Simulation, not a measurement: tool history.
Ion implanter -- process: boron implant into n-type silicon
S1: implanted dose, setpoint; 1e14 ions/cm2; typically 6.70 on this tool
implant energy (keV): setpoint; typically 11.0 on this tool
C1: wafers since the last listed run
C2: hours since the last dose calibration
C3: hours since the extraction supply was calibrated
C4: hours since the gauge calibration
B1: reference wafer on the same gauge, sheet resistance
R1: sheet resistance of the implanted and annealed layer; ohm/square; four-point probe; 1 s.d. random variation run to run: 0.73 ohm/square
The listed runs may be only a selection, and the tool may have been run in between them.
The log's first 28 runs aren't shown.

{"run": 29, "hour": 715.7, "S1": 6.7, "implant energy (keV)": 8.5, "C1": 403, "C2": 257.3, "C3": 280.5, "C4": 561.2, "B1": 144.04, "R1": 172.74}
{"run": 30, "hour": 748.3, "S1": 6.7, "implant energy (keV)": 11.0, "C1": 510, "C2": 289.9, "C3": 313.1, "C4": 593.8, "B1": 143.98, "R1": 167.82}
{"run": 31, "hour": 772.9, "S1": 5.4, "implant energy (keV)": 8.0, "C1": 385, "C2": 314.5, "C3": 337.7, "C4": 618.4, "B1": 143.95, "R1": 208.63}
{"run": 32, "hour": 795.7, "S1": 8.37, "implant energy (keV)": 14.0, "C1": 356, "C2": 337.3, "C3": 360.5, "C4": 641.2, "B1": 143.87, "R1": 135.64}
{"run": 33, "hour": 809.6, "S1": 6.14, "implant energy (keV)": 14.5, "C1": 217, "C2": 351.2, "C3": 374.4, "C4": 655.1, "B1": 143.96, "R1": 176.81}
{"run": 34, "hour": 827.7, "S1": 6.7, "implant energy (keV)": 11.0, "C1": 283, "C2": 369.3, "C3": 392.5, "C4": 673.2, "B1": 144.05, "R1": 167.91}
{"run": 35, "hour": 845.6, "S1": 8.22, "implant energy (keV)": 11.0, "C1": 280, "C2": 387.2, "C3": 410.4, "C4": 691.1, "B1": 144.08, "R1": 140.11}
{"run": 36, "hour": 863.1, "S1": 6.7, "implant energy (keV)": 11.0, "C1": 273, "C2": 404.7, "C3": 427.9, "C4": 708.6, "B1": 144.13, "R1": 168.04}
{"run": 37, "hour": 891.5, "S1": 5.72, "implant energy (keV)": 7.5, "C1": 444, "C2": 433.1, "C3": 456.3, "C4": 737.0, "B1": 143.89, "R1": 199.16}

Forecast each of these 4 alternatives for the next run:
{"run": "A", "hour": 891.9, "S1": 6.7, "implant energy (keV)": 11.0, "C1": 6, "C2": 433.5, "C3": 456.7, "C4": 737.4, "B1": "?", "R1": "?"}
{"run": "B", "hour": 891.9, "S1": 7.56, "implant energy (keV)": 9.5, "C1": 6, "C2": 433.5, "C3": 456.7, "C4": 737.4, "B1": "?", "R1": "?"}
{"run": "C", "hour": 891.9, "S1": 5.81, "implant energy (keV)": 13.5, "C1": 6, "C2": 433.5, "C3": 456.7, "C4": 737.4, "B1": "?", "R1": "?"}
{"run": "D", "hour": 891.9, "S1": 5.26, "implant energy (keV)": 12.5, "C1": 6, "C2": 433.5, "C3": 456.7, "C4": 737.4, "B1": "?", "R1": "?"}

run=A B1=144.19 R1=168.19
run=B B1=144.19 R1=153.53
run=C B1=144.19 R1=186.96
run=D B1=144.19 R1=204.99
Take away the tool's hidden state, keep each run's random variation, and the runs would have read:
run=A R1=168.19
run=B R1=153.53
run=C R1=186.96
run=D R1=204.99
